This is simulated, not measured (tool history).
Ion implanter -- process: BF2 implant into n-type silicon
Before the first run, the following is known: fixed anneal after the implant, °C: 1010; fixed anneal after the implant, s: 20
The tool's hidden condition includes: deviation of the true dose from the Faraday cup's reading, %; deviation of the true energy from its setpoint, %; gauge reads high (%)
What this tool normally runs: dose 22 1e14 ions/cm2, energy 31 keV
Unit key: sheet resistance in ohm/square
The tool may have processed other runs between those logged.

| run | hour | dose | energy | wafers since the last listed run | hours since the last dose calibration | hours since the extraction supply was calibrated | hours since the gauge calibration | read-back reference wafer on the same gauge, sheet resistance | sheet resistance |
|---|---|---|---|---|---|---|---|---|---|
| 1 | 0 | 22 | 31 | 0 | 1018.7 | 4744.5 | 103.4 | 111.98 | 125.42 |
| 2 | 21.3 | 22 | 35.5 | 667 | 1040 | 4765.8 | 124.7 | 112.05 | 117.23 |
| 3 | 48.2 | 18.87 | 23 | 842 | 1066.9 | 4792.7 | 151.6 | 112.09 | 146.45 |
| 4 | 76.5 | 22 | 31 | 886 | 1095.2 | 4821 | 179.9 | 112.02 | 125.65 |
| 5 | 103.5 | 22 | 31 | 845 | 1122.2 | 4848 | 206.9 | 112.04 | 125.35 |
|  | 123.4 | extraction supply calibrated |
| 6 | 130.3 | 22 | 31 | 588 | 1149 | 6.9 | 233.7 | 112 | 125.63 |
|  | 145.7 | Faraday cup replaced and dose calibrated |
| 7 | 156.5 | 22 | 31 | 570 | 10.8 | 33.1 | 259.9 | 112 | 125.8 |
| 8 | 187.2 | 27.45 | 40.5 | 961 | 41.5 | 63.8 | 290.6 | 112.12 | 107.92 |
| 9 | 210.5 | 22 | 31 | 729 | 64.8 | 87.1 | 313.9 | 111.97 | 125.76 |
| 10 | 243.2 | 24.45 | 25.5 | 1024 | 97.5 | 119.8 | 346.6 | 112 | 137.41 |
|  | 269.5 | gauge calibrated |
| 11 | 274.5 | 28.02 | 26 | 980 | 128.8 | 151.1 | 5 | 112 | 134.72 |
| 12 | 293.7 | 22 | 31 | 601 | 148 | 170.3 | 24.2 | 111.89 | 125.52 |
| 13 | 327.9 | 19.83 | 25.5 | 1071 | 182.2 | 204.5 | 58.4 | 112.03 | 138.68 |
| 14 | 340.9 | 22 | 26.5 | 407 | 195.2 | 217.5 | 71.4 | 111.97 | 135.21 |

3 ways to go on from here, each from the tool as it stands after run 14. What would each give?
| A | 341.3 | 22 | 24 | 12 | 195.6 | 217.9 | 71.8 | ? | ? |
| B | 341.3 | 17.2 | 31 | 12 | 195.6 | 217.9 | 71.8 | ? | ? |
| C | 341.3 | 25 | 23.5 | 12 | 195.6 | 217.9 | 71.8 | ? | ? |

| run | read-back reference wafer on the same gauge, sheet resistance | sheet resistance |
|---|---|---|
| A | 111.99 | 141.85 |
| B | 111.99 | 128.88 |
| C | 111.99 | 142.17 |
What these runs would have given with no unlogged condition in the tool:
| run | sheet resistance |
|---|---|
| A | 141.85 |
| B | 128.88 |
| C | 142.17 |
